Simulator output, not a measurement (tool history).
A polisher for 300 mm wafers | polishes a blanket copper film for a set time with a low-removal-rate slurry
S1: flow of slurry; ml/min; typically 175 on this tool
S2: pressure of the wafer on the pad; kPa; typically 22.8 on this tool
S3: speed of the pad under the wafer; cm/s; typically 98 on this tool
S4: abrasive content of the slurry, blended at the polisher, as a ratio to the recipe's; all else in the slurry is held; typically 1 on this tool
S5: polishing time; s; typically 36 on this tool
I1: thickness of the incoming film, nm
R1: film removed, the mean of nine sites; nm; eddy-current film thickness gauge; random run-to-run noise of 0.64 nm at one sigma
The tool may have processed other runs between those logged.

run 1 hour=0 | S1=175 S2=22.8 S3=98 S4=0.85 S5=43 | I1=983.6 | R1=117.9
-- hour=20.5 worn pad replaced by a new one
run 2 hour=21 | S1=175 S2=22.8 S3=98 S4=0.85 S5=43 | I1=976.4 | R1=118.1
run 3 hour=38.2 | S1=175 S2=22.8 S3=98 S4=0.85 S5=43 | I1=971.7 | R1=120.2
-- hour=46.1 slurry nozzle cleaned
run 4 hour=55.4 | S1=175 S2=18.6 S3=88 S4=1 S5=36 | I1=996 | R1=78.3
run 5 hour=91.1 | S1=175 S2=22.8 S3=98 S4=1 S5=36 | I1=977 | R1=105.6
run 6 hour=105.3 | S1=175 S2=28.3 S3=98 S4=0.9 S5=36 | I1=989.3 | R1=128.4
run 7 hour=131.2 | S1=175 S2=22.8 S3=98 S4=1 S5=43 | I1=982.9 | R1=126.4
-- hour=167.2 worn pad replaced by a new one
run 8 hour=167.7 | S1=175 S2=22.8 S3=98 S4=1 S5=43 | I1=975.7 | R1=128.4
run 9 hour=191.3 | S1=175 S2=22.8 S3=98 S4=1 S5=43 | I1=959.4 | R1=127.1
-- hour=220.8 slurry blender recalibrated
run 10 hour=272.2 | S1=175 S2=22.8 S3=98 S4=1 S5=36 | I1=977.9 | R1=106.8
-- hour=292.6 worn pad replaced by a new one
run 11 hour=293.3 | S1=175 S2=22.8 S3=98 S4=1 S5=36 | I1=987.8 | R1=107
run 12 hour=326.6 | S1=175 S2=22.8 S3=98 S4=1 S5=36 | I1=986.9 | R1=108.3
run 13 hour=351.4 | S1=175 S2=22.8 S3=98 S4=0.85 S5=43 | I1=1000.7 | R1=122.7
-- hour=372.9 slurry nozzle cleaned
run 14 hour=386.2 | S1=175 S2=22.8 S3=98 S4=1 S5=36 | I1=994.5 | R1=108.5
run 15 hour=408.2 | S1=215 S2=22.8 S3=98 S4=1 S5=25 | I1=988.8 | R1=77.3
-- hour=417 worn pad replaced by a new one
run 16 hour=436.9 | S1=175 S2=22.8 S3=64 S4=1 S5=27 | I1=987.1 | R1=54
run 17 hour=467.3 | S1=175 S2=28.3 S3=120 S4=0.8 S5=46 | I1=990.9 | R1=193
-- hour=472.9 head pressure recalibrated
run 18 hour=503.3 | S1=175 S2=22.8 S3=98 S4=1 S5=36 | I1=969.3 | R1=104.3
-- hour=530.6 slurry blender recalibrated
run 19 hour=531.1 | S1=225 S2=25.5 S3=116 S4=1 S5=36 | I1=986.6 | R1=138.5
run 20 hour=543.8 | S1=175 S2=22.8 S3=74 S4=1 S5=36 | I1=979.8 | R1=77.3
-- hour=549.4 worn pad replaced by a new one
run 21 hour=570.6 | S1=175 S2=22.8 S3=98 S4=1.15 S5=36 | I1=998.8 | R1=109.3
run 22 hour=583.6 | S1=175 S2=25.5 S3=98 S4=1.1 S5=36 | I1=978 | R1=119.2
run 23 hour=612.7 | S1=135 S2=22.8 S3=98 S4=1 S5=36 | I1=965.2 | R1=100.7
run 24 hour=640.2 | S1=175 S2=16.5 S3=98 S4=1 S5=36 | I1=1001 | R1=76
-- hour=668 worn pad replaced by a new one
run 25 hour=669.2 | S1=175 S2=22.8 S3=98 S4=0.7 S5=36 | I1=974.4 | R1=90.5

What the log doesn't show, run by run:
removal rate lost through wear of the pad, %: 0, the same for each run
slurry flow missing at the pad, %: 0, the same for each run
abrasive missing from the slurry, %: 0, the same for each run
H1: deviation of the head's pressure from its setpoint, %
run=1 H1=1.74
run=2 H1=1.92
run=3 H1=2.07
run=4 H1=2.21
run=5 H1=2.51
run=6 H1=2.63
run=7 H1=2.85
run=8 H1=3.16
run=9 H1=3.36
run=10 H1=4.04
run=11 H1=4.22
run=12 H1=4.5
run=13 H1=4.71
run=14 H1=5.01
run=15 H1=5.19
run=16 H1=5.44
run=17 H1=5.69
run=18 H1=-0.246
run=19 H1=-0.0112
run=20 H1=0.0962
run=21 H1=0.323
run=22 H1=0.433
run=23 H1=0.679
run=24 H1=0.911
run=25 H1=1.16

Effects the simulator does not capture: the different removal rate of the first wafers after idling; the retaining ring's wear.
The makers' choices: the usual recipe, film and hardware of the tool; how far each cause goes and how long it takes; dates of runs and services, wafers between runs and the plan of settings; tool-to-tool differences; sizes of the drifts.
